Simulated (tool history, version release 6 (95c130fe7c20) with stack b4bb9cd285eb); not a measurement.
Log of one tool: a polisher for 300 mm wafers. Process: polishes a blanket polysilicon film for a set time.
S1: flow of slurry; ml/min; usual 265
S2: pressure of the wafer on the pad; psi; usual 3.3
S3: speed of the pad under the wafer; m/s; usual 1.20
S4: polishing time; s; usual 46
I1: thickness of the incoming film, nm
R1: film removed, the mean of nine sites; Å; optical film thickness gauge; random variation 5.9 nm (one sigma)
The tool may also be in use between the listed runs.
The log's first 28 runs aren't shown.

run 29 hour=1603.6 | S1=265 S2=3.3 S3=1.20 S4=46 | I1=1517.8 | R1=4355
run 30 hour=1667.5 | S1=265 S2=3.3 S3=1.20 S4=46 | I1=1513.4 | R1=4212
-- hour=1710.6 slurry nozzle cleaned
run 31 hour=1772.2 | S1=170 S2=3.3 S3=0.90 S4=46 | I1=1496.4 | R1=3179
-- hour=1796.2 worn pad replaced by a new one
run 32 hour=1840.3 | S1=210 S2=3.3 S3=0.96 S4=57 | I1=1501.4 | R1=4211
run 33 hour=1910.7 | S1=295 S2=2.9 S3=0.86 S4=60 | I1=1514.4 | R1=3690
run 34 hour=1940.0 | S1=290 S2=2.3 S3=1.34 S4=33 | I1=1508.5 | R1=2647
-- hour=1956.9 head pressure recalibrated
run 35 hour=1984.6 | S1=265 S2=2.1 S3=1.60 S4=46 | I1=1531.0 | R1=4077
run 36 hour=2020.3 | S1=190 S2=3.3 S3=1.20 S4=46 | I1=1536.6 | R1=3916
run 37 hour=2076.2 | S1=190 S2=2.3 S3=0.90 S4=40 | I1=1498.6 | R1=1928

4 ways to go on from here, each from the tool as it stands after run 37. What would each give?
run A hour=2076.6 | S1=265 S2=3.3 S3=1.20 S4=46 | I1=1540.5 | R1=?
run B hour=2076.6 | S1=235 S2=2.7 S3=1.20 S4=32 | I1=1540.5 | R1=?
run C hour=2076.6 | S1=265 S2=4.4 S3=1.04 S4=57 | I1=1540.5 | R1=?
run D hour=2076.6 | S1=265 S2=3.3 S3=0.94 S4=46 | I1=1540.5 | R1=?

run=A R1=4147
run=B R1=2403
run=C R1=5647
run=D R1=3248
Without the tool's hidden state the same runs would have given:
run=A R1=4488
run=B R1=2628
run=C R1=6111
run=D R1=3515
